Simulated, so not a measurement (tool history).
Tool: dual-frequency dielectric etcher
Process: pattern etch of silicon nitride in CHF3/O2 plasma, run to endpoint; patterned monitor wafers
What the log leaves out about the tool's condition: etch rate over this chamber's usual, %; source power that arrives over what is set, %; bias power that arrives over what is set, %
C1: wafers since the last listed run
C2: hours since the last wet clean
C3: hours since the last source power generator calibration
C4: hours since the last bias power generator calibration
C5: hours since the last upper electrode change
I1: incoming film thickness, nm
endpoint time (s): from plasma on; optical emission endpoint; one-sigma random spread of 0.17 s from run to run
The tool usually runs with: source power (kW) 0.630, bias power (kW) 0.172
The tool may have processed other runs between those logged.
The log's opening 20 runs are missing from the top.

{"hour": 549.0, "done": "source power generator calibrated"}
{"run": 21, "hour": 551.1, "source power (kW)": 0.63, "bias power (kW)": 0.135, "C1": 88, "C2": 24.4, "C3": 2.1, "C4": 86.9, "C5": 148.1, "I1": 69.4, "endpoint time (s)": 55.6}
{"run": 22, "hour": 584.7, "source power (kW)": 0.53, "bias power (kW)": 0.172, "C1": 201, "C2": 58.0, "C3": 35.7, "C4": 120.5, "C5": 181.7, "I1": 69.7, "endpoint time (s)": 52.8}
{"run": 23, "hour": 598.5, "source power (kW)": 0.55, "bias power (kW)": 0.131, "C1": 82, "C2": 71.8, "C3": 49.5, "C4": 134.3, "C5": 195.5, "I1": 69.6, "endpoint time (s)": 59.4}
{"run": 24, "hour": 612.3, "source power (kW)": 0.5, "bias power (kW)": 0.184, "C1": 82, "C2": 85.6, "C3": 63.3, "C4": 148.1, "C5": 209.3, "I1": 69.4, "endpoint time (s)": 51.8}
{"run": 25, "hour": 646.9, "source power (kW)": 0.63, "bias power (kW)": 0.211, "C1": 207, "C2": 120.2, "C3": 97.9, "C4": 182.7, "C5": 243.9, "I1": 68.8, "endpoint time (s)": 44.4}
{"run": 26, "hour": 661.0, "source power (kW)": 0.63, "bias power (kW)": 0.172, "C1": 84, "C2": 134.3, "C3": 112.0, "C4": 196.8, "C5": 258.0, "I1": 69.0, "endpoint time (s)": 48.9}
{"run": 27, "hour": 687.5, "source power (kW)": 0.63, "bias power (kW)": 0.172, "C1": 159, "C2": 160.8, "C3": 138.5, "C4": 223.3, "C5": 284.5, "I1": 69.2, "endpoint time (s)": 48.7}
{"run": 28, "hour": 701.4, "source power (kW)": 0.47, "bias power (kW)": 0.136, "C1": 83, "C2": 174.7, "C3": 152.4, "C4": 237.2, "C5": 298.4, "I1": 69.8, "endpoint time (s)": 61.4}
{"run": 29, "hour": 717.4, "source power (kW)": 0.63, "bias power (kW)": 0.141, "C1": 96, "C2": 190.7, "C3": 168.4, "C4": 253.2, "C5": 314.4, "I1": 69.4, "endpoint time (s)": 53.9}
{"run": 30, "hour": 749.4, "source power (kW)": 0.63, "bias power (kW)": 0.172, "C1": 192, "C2": 222.7, "C3": 200.4, "C4": 285.2, "C5": 346.4, "I1": 68.0, "endpoint time (s)": 47.9}
{"run": 31, "hour": 784.0, "source power (kW)": 0.55, "bias power (kW)": 0.188, "C1": 207, "C2": 257.3, "C3": 235.0, "C4": 319.8, "C5": 381.0, "I1": 69.2, "endpoint time (s)": 48.6}
{"run": 32, "hour": 809.6, "source power (kW)": 0.76, "bias power (kW)": 0.202, "C1": 153, "C2": 282.9, "C3": 260.6, "C4": 345.4, "C5": 406.6, "I1": 70.0, "endpoint time (s)": 42.4}

5 ways to go on from here, each from the tool as it stands after run 32. What would each give?
{"run": "A", "hour": 810.0, "source power (kW)": 0.63, "bias power (kW)": 0.172, "C1": 2, "C2": 283.3, "C3": 261.0, "C4": 345.8, "C5": 407.0, "I1": 69.2, "endpoint time (s)": "?"}
{"run": "B", "hour": 810.0, "source power (kW)": 0.5, "bias power (kW)": 0.21, "C1": 2, "C2": 283.3, "C3": 261.0, "C4": 345.8, "C5": 407.0, "I1": 69.2, "endpoint time (s)": "?"}
{"run": "C", "hour": 810.0, "source power (kW)": 0.63, "bias power (kW)": 0.16, "C1": 2, "C2": 283.3, "C3": 261.0, "C4": 345.8, "C5": 407.0, "I1": 69.2, "endpoint time (s)": "?"}
{"run": "D", "hour": 810.0, "source power (kW)": 0.7, "bias power (kW)": 0.172, "C1": 2, "C2": 283.3, "C3": 261.0, "C4": 345.8, "C5": 407.0, "I1": 69.2, "endpoint time (s)": "?"}
{"run": "E", "hour": 810.0, "source power (kW)": 0.5, "bias power (kW)": 0.155, "C1": 2, "C2": 283.3, "C3": 261.0, "C4": 345.8, "C5": 407.0, "I1": 69.2, "endpoint time (s)": "?"}

run=A endpoint_time_(s)=48.4
run=B endpoint_time_(s)=47.8
run=C endpoint_time_(s)=50.1
run=D endpoint_time_(s)=46.5
run=E endpoint_time_(s)=55.4
Without the tool's unlogged condition, the same runs would have read:
run=A endpoint_time_(s)=49.5
run=B endpoint_time_(s)=48.9
run=C endpoint_time_(s)=51.3
run=D endpoint_time_(s)=47.6
run=E endpoint_time_(s)=56.7

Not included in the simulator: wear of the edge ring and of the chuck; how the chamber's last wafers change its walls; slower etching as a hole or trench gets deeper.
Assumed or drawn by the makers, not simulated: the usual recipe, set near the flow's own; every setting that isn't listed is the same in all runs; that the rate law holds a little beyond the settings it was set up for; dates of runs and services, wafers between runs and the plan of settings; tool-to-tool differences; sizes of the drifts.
